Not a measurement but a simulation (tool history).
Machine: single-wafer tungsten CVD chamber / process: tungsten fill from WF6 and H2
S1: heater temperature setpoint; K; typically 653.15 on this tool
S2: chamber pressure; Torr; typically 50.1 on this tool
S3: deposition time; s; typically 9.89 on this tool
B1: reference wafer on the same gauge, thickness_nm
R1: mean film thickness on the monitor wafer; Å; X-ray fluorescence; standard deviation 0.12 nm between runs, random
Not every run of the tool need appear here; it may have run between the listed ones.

{"run": 1, "hour": 0.0, "S1": 658.15, "S2": 42.3, "S3": 9.89, "B1": 25.829, "R1": 244.31}
{"run": 2, "hour": 43.5, "S1": 658.15, "S2": 42.3, "S3": 9.89, "B1": 25.768, "R1": 246.32}
{"run": 3, "hour": 84.8, "S1": 653.15, "S2": 45.8, "S3": 9.89, "B1": 25.791, "R1": 231.93}
{"run": 4, "hour": 109.0, "S1": 653.15, "S2": 45.8, "S3": 9.89, "B1": 25.784, "R1": 229.74}
{"run": 5, "hour": 157.4, "S1": 653.15, "S2": 45.8, "S3": 9.89, "B1": 25.788, "R1": 232.87}
{"run": 6, "hour": 225.4, "S1": 653.15, "S2": 52.9, "S3": 10.35, "B1": 25.826, "R1": 269.59}
{"run": 7, "hour": 284.9, "S1": 653.15, "S2": 50.1, "S3": 9.89, "B1": 25.818, "R1": 248.7}
{"run": 8, "hour": 314.3, "S1": 653.15, "S2": 50.1, "S3": 9.89, "B1": 25.839, "R1": 249.05}
{"run": 9, "hour": 338.7, "S1": 653.15, "S2": 50.1, "S3": 9.89, "B1": 25.804, "R1": 247.66}
{"run": 10, "hour": 395.3, "S1": 653.15, "S2": 50.1, "S3": 9.89, "B1": 25.779, "R1": 248.75}
{"run": 11, "hour": 421.7, "S1": 645.15, "S2": 50.1, "S3": 9.89, "B1": 25.771, "R1": 206.71}
{"run": 12, "hour": 470.2, "S1": 645.15, "S2": 50.1, "S3": 9.89, "B1": 25.786, "R1": 205.63}
{"run": 13, "hour": 507.8, "S1": 653.15, "S2": 50.1, "S3": 9.89, "B1": 25.79, "R1": 247.99}
{"run": 14, "hour": 548.9, "S1": 653.15, "S2": 40.5, "S3": 10.59, "B1": 25.804, "R1": 225.48}
{"run": 15, "hour": 604.7, "S1": 653.15, "S2": 50.1, "S3": 9.89, "B1": 25.763, "R1": 250.68}
{"run": 16, "hour": 649.7, "S1": 653.15, "S2": 45.4, "S3": 11.24, "B1": 25.809, "R1": 265.05}
{"run": 17, "hour": 704.0, "S1": 653.15, "S2": 40.5, "S3": 10.59, "B1": 25.771, "R1": 226.9}
{"run": 18, "hour": 743.3, "S1": 653.15, "S2": 50.1, "S3": 9.89, "B1": 25.804, "R1": 249.05}
{"run": 19, "hour": 794.2, "S1": 641.15, "S2": 60.0, "S3": 11.33, "B1": 25.813, "R1": 235.95}
{"run": 20, "hour": 842.6, "S1": 665.15, "S2": 50.1, "S3": 9.89, "B1": 25.785, "R1": 317.66}
{"run": 21, "hour": 879.7, "S1": 653.15, "S2": 45.8, "S3": 9.89, "B1": 25.78, "R1": 230.66}
{"run": 22, "hour": 925.8, "S1": 646.15, "S2": 58.4, "S3": 8.25, "B1": 25.789, "R1": 192.09}
{"run": 23, "hour": 996.9, "S1": 663.15, "S2": 41.4, "S3": 9.89, "B1": 25.774, "R1": 267.37}
{"run": 24, "hour": 1038.9, "S1": 643.15, "S2": 50.1, "S3": 11.46, "B1": 25.794, "R1": 224.39}
{"run": 25, "hour": 1086.6, "S1": 653.15, "S2": 45.2, "S3": 9.89, "B1": 25.776, "R1": 225.31}
{"run": 26, "hour": 1127.4, "S1": 661.15, "S2": 46.5, "S3": 9.04, "B1": 25.769, "R1": 255.43}
{"run": 27, "hour": 1155.6, "S1": 658.15, "S2": 42.3, "S3": 9.89, "B1": 25.795, "R1": 241.68}
{"run": 28, "hour": 1219.7, "S1": 653.15, "S2": 58.5, "S3": 8.57, "B1": 25.83, "R1": 234.79}
{"run": 29, "hour": 1284.9, "S1": 647.15, "S2": 50.1, "S3": 8.48, "B1": 25.798, "R1": 182.58}
{"run": 30, "hour": 1349.2, "S1": 653.15, "S2": 43.5, "S3": 9.32, "B1": 25.842, "R1": 209.73}
{"run": 31, "hour": 1415.9, "S1": 663.15, "S2": 44.9, "S3": 8.77, "B1": 25.812, "R1": 252.76}
{"run": 32, "hour": 1446.4, "S1": 653.15, "S2": 50.1, "S3": 9.89, "B1": 25.788, "R1": 246.78}
{"run": 33, "hour": 1531.2, "S1": 663.15, "S2": 41.4, "S3": 9.89, "B1": 25.815, "R1": 267.48}
{"run": 34, "hour": 1641.3, "S1": 653.15, "S2": 50.1, "S3": 10.95, "B1": 25.798, "R1": 275.53}
{"run": 35, "hour": 1670.0, "S1": 653.15, "S2": 43.5, "S3": 9.32, "B1": 25.825, "R1": 209.58}

The log once held 4 entries between its listed runs, left out of this copy. Where does each go, and what is different about the tool's unlogged condition between the listed run before it and the listed run after it?
After run 6, before run 7: thermocouple changed; heater temperature recalibrated (hour 253.5)
  true pressure above the setpoint (%): 2.22 -> 2.34
  measured value less the no-hidden-state value, R1: +4.06 -> +4.02 Å
After run 11, before run 12: gauge calibrated (hour 455.1)
  true pressure above the setpoint (%): 2.64 -> 2.74
  measured value less the no-hidden-state value, R1: +3.74 -> +3.86 Å
After run 17, before run 18: showerhead replaced (hour 728.8)
  true pressure above the setpoint (%): 3.24 -> 3.33
  measured value less the no-hidden-state value, R1: +5.23 -> +5.62 Å
After run 18, before run 19: capacitance manometer re-zeroed and calibrated (hour 793.7)
  true pressure above the setpoint (%): 3.33 -> -0.385
  measured value less the no-hidden-state value, R1: +5.62 -> -0.61 Å
